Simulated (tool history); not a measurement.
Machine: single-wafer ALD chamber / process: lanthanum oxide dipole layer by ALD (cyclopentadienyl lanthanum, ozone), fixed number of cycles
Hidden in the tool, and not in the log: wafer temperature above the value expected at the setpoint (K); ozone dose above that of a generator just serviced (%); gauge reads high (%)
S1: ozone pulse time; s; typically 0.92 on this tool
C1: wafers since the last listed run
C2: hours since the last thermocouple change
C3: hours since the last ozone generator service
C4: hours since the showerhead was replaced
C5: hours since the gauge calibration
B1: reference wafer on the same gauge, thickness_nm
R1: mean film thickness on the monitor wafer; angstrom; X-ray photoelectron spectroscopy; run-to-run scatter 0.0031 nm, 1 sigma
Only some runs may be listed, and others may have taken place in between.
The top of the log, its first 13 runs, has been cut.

run   hour    S1   C1      C2     C3      C4     C5     B1    R1
 14  349.6   1.1  406  1545.7     46  5393.3  170.5  0.456  5.65
 15  369.3  0.75  281  1565.4   65.7    5413  190.2  0.458  4.55
 16    393  1.18  338  1589.1   89.4  5436.7  213.9  0.457  5.74
 17  412.3  0.92  275  1608.4  108.7    5456  233.2  0.456  5.21
 18  425.4  0.82  186  1621.5  121.8  5469.1  246.3  0.456   4.9
     450.8  -- showerhead replaced
 19  451.3  0.58  255  1647.4  147.7     0.5  272.2  0.458  3.46
 20  460.9  0.92  137    1657  157.3    10.1  281.8  0.457  5.23
 21  477.2  0.92  232  1673.3  173.6    26.4  298.1  0.458  5.26
 22  497.3  1.26  286  1693.4  193.7    46.5  318.2  0.458  5.87
     508.3  -- thermocouple changed; heater temperature recalibrated
 23  523.5  0.68  259    15.2  219.9    72.7  344.4  0.457  4.21
 24  562.9  0.81  562    54.6  259.3   112.1  383.8  0.457  4.79
 25  580.6  0.69  252    72.3    277   129.8  401.5  0.457  4.24
 26  614.7  1.12  486   106.4  311.1   163.9  435.6  0.455  5.68
 27  641.9  0.61  388   133.6  338.3   191.1  462.8  0.457  3.72
 28  671.4  1.17  421   163.1  367.8   220.6  492.3  0.456  5.72
 29  684.9  0.65  192   176.6  381.3   234.1  505.8  0.457  3.98
 30  702.6  0.92  252   194.3    399   251.8  523.5  0.456  5.23
 31  736.1  1.28  478   227.8  432.5   285.3    557  0.457  5.89
 32  759.8  0.71  338   251.5  456.2     309  580.7  0.458  4.33
 33  794.1  0.62  489   285.8  490.5   343.3    615  0.457  3.78

Forecast each of these 5 alternatives for the next run:
  A  794.5   0.8   5  286.2  490.9  343.7  615.4   ?   ?
  B  794.5  0.57   5  286.2  490.9  343.7  615.4   ?   ?
  C  794.5  1.13   5  286.2  490.9  343.7  615.4   ?   ?
  D  794.5  1.27   5  286.2  490.9  343.7  615.4   ?   ?
  E  794.5  1.21   5  286.2  490.9  343.7  615.4   ?   ?

run     B1    R1
  A  0.458  4.77
  B  0.458  3.36
  C  0.458  5.69
  D  0.458  5.89
  E  0.458  5.81
Stripped of hidden state, with their random variation kept, the same runs would have yielded:
run    R1
  A  4.85
  B  3.45
  C  5.74
  D  5.93
  E  5.86
